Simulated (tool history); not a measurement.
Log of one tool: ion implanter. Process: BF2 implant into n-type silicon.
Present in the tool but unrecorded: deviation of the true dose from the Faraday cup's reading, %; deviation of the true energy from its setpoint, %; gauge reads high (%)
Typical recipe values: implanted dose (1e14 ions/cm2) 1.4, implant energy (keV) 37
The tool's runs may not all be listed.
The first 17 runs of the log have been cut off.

| run | day | implanted dose (1e14 ions/cm2) | implant energy (keV) | wafers since the last listed run | hours since the last dose calibration | hours since the extraction supply was calibrated | hours since the gauge calibration | read-back reference wafer on the same gauge, sheet resistance | sheet resistance of the implanted and annealed layer (ohm/square) |
|---|---|---|---|---|---|---|---|---|---|
| 18 | 56.412 | 1.56 | 32.5 | 1115 | 1616.6 | 3767.8 | 210.6 | 631.57 | 644.89 |
| 19 | 59.054 | 1.4 | 37 | 975 | 1680 | 3831.2 | 274 | 632.35 | 689.2 |
| 20 | 62.321 | 1.4 | 37 | 1205 | 1758.4 | 3909.6 | 352.4 | 632.26 | 699.31 |
| 21 | 66.296 | 1.18 | 47 | 1467 | 1853.8 | 4005 | 447.8 | 630.73 | 766.75 |
| 22 | 70.796 | 1.28 | 37 | 1661 | 1961.8 | 4113 | 555.8 | 630.68 | 747.01 |
|  | 74.267 | Faraday cup replaced and dose calibrated |
| 23 | 74.479 | 1.74 | 43 | 1236 | 5.1 | 4201.4 | 644.2 | 629.59 | 572.1 |
| 24 | 76.321 | 1.4 | 37 | 679 | 49.3 | 4245.6 | 688.4 | 628.62 | 691.11 |
| 25 | 79.521 | 1.4 | 37 | 1181 | 126.1 | 4322.4 | 765.2 | 627.79 | 692.65 |
| 26 | 82.667 | 1.1 | 45 | 1161 | 201.6 | 4397.9 | 840.7 | 627.12 | 816.2 |
|  | 83.575 | extraction supply calibrated |
| 27 | 86.904 | 0.99 | 25 | 1441 | 303.3 | 79.9 | 942.4 | 626.14 | 959.63 |
| 28 | 89.133 | 1.4 | 49 | 822 | 356.8 | 133.4 | 995.9 | 625.21 | 668.75 |
| 29 | 91.954 | 1.63 | 33 | 1041 | 424.5 | 201.1 | 1063.6 | 623.71 | 614.4 |
| 30 | 94.738 | 1.4 | 37 | 1027 | 491.3 | 267.9 | 1130.4 | 622.82 | 675.74 |
| 31 | 96.75 | 1.4 | 41 | 742 | 539.6 | 316.2 | 1178.7 | 621.47 | 674.49 |
| 32 | 100.662 | 1.08 | 25.5 | 1444 | 633.5 | 410.1 | 1272.6 | 620.38 | 886.71 |
| 33 | 103.871 | 1.56 | 32.5 | 1184 | 710.5 | 487.1 | 1349.6 | 618.6 | 637.02 |
| 34 | 107.267 | 1.11 | 47.5 | 1253 | 792 | 568.6 | 1431.1 | 617.32 | 786.65 |
| 35 | 111.762 | 1.69 | 28.5 | 1659 | 899.9 | 676.5 | 1539 | 615.61 | 596.63 |
| 36 | 114.296 | 1.08 | 49 | 935 | 960.7 | 737.3 | 1599.8 | 613.41 | 797.45 |

Here are 5 independent what-if runs from the current tool condition. What would each one return?
| A | 114.312 | 1.4 | 37 | 6 | 961.1 | 737.7 | 1600.2 | ? | ? |
| B | 114.312 | 1.55 | 29 | 6 | 961.1 | 737.7 | 1600.2 | ? | ? |
| C | 114.312 | 1.06 | 42.5 | 6 | 961.1 | 737.7 | 1600.2 | ? | ? |
| D | 114.312 | 1.24 | 37 | 6 | 961.1 | 737.7 | 1600.2 | ? | ? |
| E | 114.312 | 1.18 | 27.5 | 6 | 961.1 | 737.7 | 1600.2 | ? | ? |

| run | read-back reference wafer on the same gauge, sheet resistance | sheet resistance of the implanted and annealed layer (ohm/square) |
|---|---|---|
| A | 613.22 | 676.09 |
| B | 613.22 | 642.13 |
| C | 613.22 | 830.17 |
| D | 613.22 | 745.59 |
| E | 613.22 | 808.97 |
Without the tool's unlogged condition, the same runs would have read:
| run | sheet resistance of the implanted and annealed layer (ohm/square) |
|---|---|
| A | 701.34 |
| B | 666.11 |
| C | 861.18 |
| D | 773.43 |
| E | 839.18 |
